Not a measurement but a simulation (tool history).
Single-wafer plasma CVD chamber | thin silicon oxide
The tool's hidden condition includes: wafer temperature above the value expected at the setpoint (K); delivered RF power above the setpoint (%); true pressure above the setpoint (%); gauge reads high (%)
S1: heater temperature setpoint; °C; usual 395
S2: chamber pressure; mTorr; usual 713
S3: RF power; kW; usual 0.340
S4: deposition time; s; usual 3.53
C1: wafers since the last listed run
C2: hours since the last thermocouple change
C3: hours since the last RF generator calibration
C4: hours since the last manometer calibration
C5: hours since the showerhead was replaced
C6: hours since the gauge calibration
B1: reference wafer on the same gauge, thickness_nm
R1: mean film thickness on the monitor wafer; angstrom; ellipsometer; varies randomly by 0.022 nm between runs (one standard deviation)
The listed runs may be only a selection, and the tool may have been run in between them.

run   hour   S1   S2     S3    S4    C1      C2     C3      C4     C5     C6     B1     R1
  1    0.0  399  713  0.340  3.53     0  2159.4  742.2  1545.1   35.5  534.7  6.424  64.88
       8.3  -- RF generator calibrated
  2   30.7  395  713  0.340  3.85   755  2190.1   22.4  1575.8   66.2  565.4  6.425  70.92
      66.3  -- capacitance manometer re-zeroed and calibrated
  3   66.8  395  713  0.340  3.85   935  2226.2   58.5     0.5  102.3  601.5  6.422  70.84
  4   97.6  395  713  0.340  3.53  1025  2257.0   89.3    31.3  133.1  632.3  6.424  65.22
     118.7  -- thermocouple changed; heater temperature recalibrated
  5  119.5  395  713  0.340  3.53   462     0.8  111.2    53.2  155.0  654.2  6.416  65.07
  6  139.7  395  713  0.340  3.53   672    21.0  131.4    73.4  175.2  674.4  6.419  65.06
  7  164.2  400  621  0.340  3.53   815    45.5  155.9    97.9  199.7  698.9  6.421  56.09
  8  185.6  395  577  0.300  3.53   712    66.9  177.3   119.3  221.1  720.3  6.419  50.35
  9  201.5  395  713  0.385  3.53   529    82.8  193.2   135.2  237.0  736.2  6.419  67.78
 10  220.0  395  586  0.340  3.02   615   101.3  211.7   153.7  255.5  754.7  6.420  45.81
 11  232.3  395  713  0.340  3.53   409   113.6  224.0   166.0  267.8  767.0  6.420  64.94
 12  270.3  395  713  0.340  3.53  1265   151.6  262.0   204.0  305.8  805.0  6.416  65.08
 13  304.2  404  713  0.340  3.53  1128   185.5  295.9   237.9  339.7  838.9  6.424  64.83
     305.3  -- gauge calibrated
 14  326.5  395  713  0.340  3.35   742   207.8  318.2   260.2  362.0   21.2  6.420  61.83
 15  359.0  386  624  0.340  3.04  1082   240.3  350.7   292.7  394.5   53.7  6.415  49.20
 16  382.4  404  713  0.340  3.34   779   263.7  374.1   316.1  417.9   77.1  6.416  60.90
 17  396.1  395  614  0.340  4.04   456   277.4  387.8   329.8  431.6   90.8  6.424  63.74
 18  417.4  395  713  0.340  3.53   709   298.7  409.1   351.1  452.9  112.1  6.423  64.77
 19  443.3  384  713  0.385  3.01   862   324.6  435.0   377.0  478.8  138.0  6.417  58.11
 20  456.1  395  713  0.365  4.20   426   337.4  447.8   389.8  491.6  150.8  6.415  79.16
 21  486.4  395  808  0.340  3.53  1008   367.7  478.1   420.1  521.9  181.1  6.415  73.19
 22  521.5  395  713  0.310  3.53  1168   402.8  513.2   455.2  557.0  216.2  6.420  63.11
 23  534.5  395  589  0.340  4.19   432   415.8  526.2   468.2  570.0  229.2  6.422  63.27
 24  567.7  395  570  0.340  3.53  1105   449.0  559.4   501.4  603.2  262.4  6.422  51.79
 25  582.5  381  878  0.370  3.14   492   463.8  574.2   516.2  618.0  277.2  6.419  72.49
 26  600.1  380  713  0.340  3.81   586   481.4  591.8   533.8  635.6  294.8  6.420  70.81
 27  628.2  385  713  0.340  2.89   935   509.5  619.9   561.9  663.7  322.9  6.415  53.67
 28  653.2  395  713  0.340  3.53   832   534.5  644.9   586.9  688.7  347.9  6.419  64.75

Forecast each of these 5 alternatives for the next run:
  A  653.6  395  713  0.400  3.53  13  534.9  645.3  587.3  689.1  348.3   ?   ?
  B  653.6  395  713  0.340  3.91  13  534.9  645.3  587.3  689.1  348.3   ?   ?
  C  653.6  395  713  0.405  3.53  13  534.9  645.3  587.3  689.1  348.3   ?   ?
  D  653.6  395  713  0.340  3.87  13  534.9  645.3  587.3  689.1  348.3   ?   ?
  E  653.6  395  713  0.380  4.07  13  534.9  645.3  587.3  689.1  348.3   ?   ?

run     B1     R1
  A  6.424  68.46
  B  6.424  72.24
  C  6.424  68.71
  D  6.424  71.51
  E  6.424  77.75
Had the tool no hidden state, the same runs would have come out as:
run     R1
  A  68.46
  B  72.24
  C  68.71
  D  71.51
  E  77.75

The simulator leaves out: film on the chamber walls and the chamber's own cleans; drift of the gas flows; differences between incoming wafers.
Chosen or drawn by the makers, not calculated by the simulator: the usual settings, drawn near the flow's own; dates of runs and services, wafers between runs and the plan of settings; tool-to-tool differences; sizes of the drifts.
